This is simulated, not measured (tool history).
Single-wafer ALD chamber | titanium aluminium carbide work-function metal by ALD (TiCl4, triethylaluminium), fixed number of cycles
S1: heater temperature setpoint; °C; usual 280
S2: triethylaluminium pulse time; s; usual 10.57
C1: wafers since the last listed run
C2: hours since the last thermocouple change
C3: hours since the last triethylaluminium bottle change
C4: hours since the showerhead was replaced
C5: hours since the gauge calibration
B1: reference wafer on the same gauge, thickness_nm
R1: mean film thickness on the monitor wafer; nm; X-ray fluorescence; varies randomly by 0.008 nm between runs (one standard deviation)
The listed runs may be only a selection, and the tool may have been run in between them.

Run 1, hour 0.0: usual settings but S2 12.22 s; C1 0; C2 684.3; C3 193.7; C4 5928.6; C5 100.4; B1 2.018. Result: R1 1.781 nm.
Run 2, hour 84.7: usual settings but S1 268 °C; C1 1261; C2 769.0; C3 278.4; C4 6013.3; C5 185.1; B1 2.022. Result: R1 1.666 nm.
Run 3, hour 120.8: usual settings but S1 268 °C; C1 537; C2 805.1; C3 314.5; C4 6049.4; C5 221.2; B1 2.021. Result: R1 1.673 nm.
Run 4, hour 163.5: usual settings; C1 636; C2 847.8; C3 357.2; C4 6092.1; C5 263.9; B1 2.018. Result: R1 1.739 nm.
Run 5, hour 229.0: usual settings; C1 975; C2 913.3; C3 422.7; C4 6157.6; C5 329.4; B1 2.017. Result: R1 1.746 nm.
Run 6, hour 296.8: usual settings but S1 274 °C, S2 12.98 s; C1 1010; C2 981.1; C3 490.5; C4 6225.4; C5 397.2; B1 2.023. Result: R1 1.750 nm.
Run 7, hour 355.4: usual settings but S1 274 °C; C1 872; C2 1039.7; C3 549.1; C4 6284.0; C5 455.8; B1 2.018. Result: R1 1.688 nm.
Run 8, hour 426.6: usual settings but S1 274 °C; C1 1060; C2 1110.9; C3 620.3; C4 6355.2; C5 527.0; B1 2.020. Result: R1 1.684 nm.
At hour 526.2: triethylaluminium bottle replaced.
Run 9, hour 533.3: usual settings but S1 274 °C; C1 1470; C2 1217.6; C3 7.1; C4 6461.9; C5 633.7; B1 2.020. Result: R1 1.724 nm.
Run 10, hour 575.5: usual settings; C1 628; C2 1259.8; C3 49.3; C4 6504.1; C5 675.9; B1 2.020. Result: R1 1.771 nm.
At hour 641.4: gauge calibrated.
Run 11, hour 659.8: usual settings but S1 271 °C; C1 1255; C2 1344.1; C3 133.6; C4 6588.4; C5 18.4; B1 2.019. Result: R1 1.681 nm.
Run 12, hour 708.4: usual settings but S1 270 °C, S2 14.58 s; C1 724; C2 1392.7; C3 182.2; C4 6637.0; C5 67.0; B1 2.020. Result: R1 1.745 nm.
At hour 729.4: thermocouple changed; heater temperature recalibrated.
Run 13, hour 798.7: usual settings but S1 269 °C, S2 7.14 s; C1 1226; C2 69.3; C3 272.5; C4 6727.3; C5 157.3; B1 2.022. Result: R1 1.350 nm.
Run 14, hour 839.5: usual settings; C1 607; C2 110.1; C3 313.3; C4 6768.1; C5 198.1; B1 2.024. Result: R1 1.749 nm.
At hour 908.1: showerhead replaced.
Run 15, hour 908.6: usual settings but S1 290 °C; C1 910; C2 179.2; C3 382.4; C4 0.5; C5 267.2; B1 2.021. Result: R1 1.814 nm.
Run 16, hour 985.6: usual settings but S2 12.22 s; C1 1147; C2 256.2; C3 459.4; C4 77.5; C5 344.2; B1 2.025. Result: R1 1.793 nm.
Run 17, hour 1085.5: usual settings but S1 294 °C, S2 9.35 s; C1 1488; C2 356.1; C3 559.3; C4 177.4; C5 444.1; B1 2.016. Result: R1 1.770 nm.
At hour 1230.5: triethylaluminium bottle replaced.
Run 18, hour 1316.4: usual settings but S1 273 °C, S2 7.44 s; C1 3320; C2 587.0; C3 85.9; C4 408.3; C5 675.0; B1 2.019. Result: R1 1.465 nm.

Run 19, settings as shown, results not yet in. Your forecast:
Run 19, hour 1363.0: usual settings but S2 9.10 s; C1 694; C2 633.6; C3 132.5; C4 454.9; C5 721.6; B1 ?. Result: R1 ?.

{"run 19": {"B1": 2.019, "R1": 1.701}}
Minus the tool's unlogged condition, the same run would have read R1 1.716 nm.
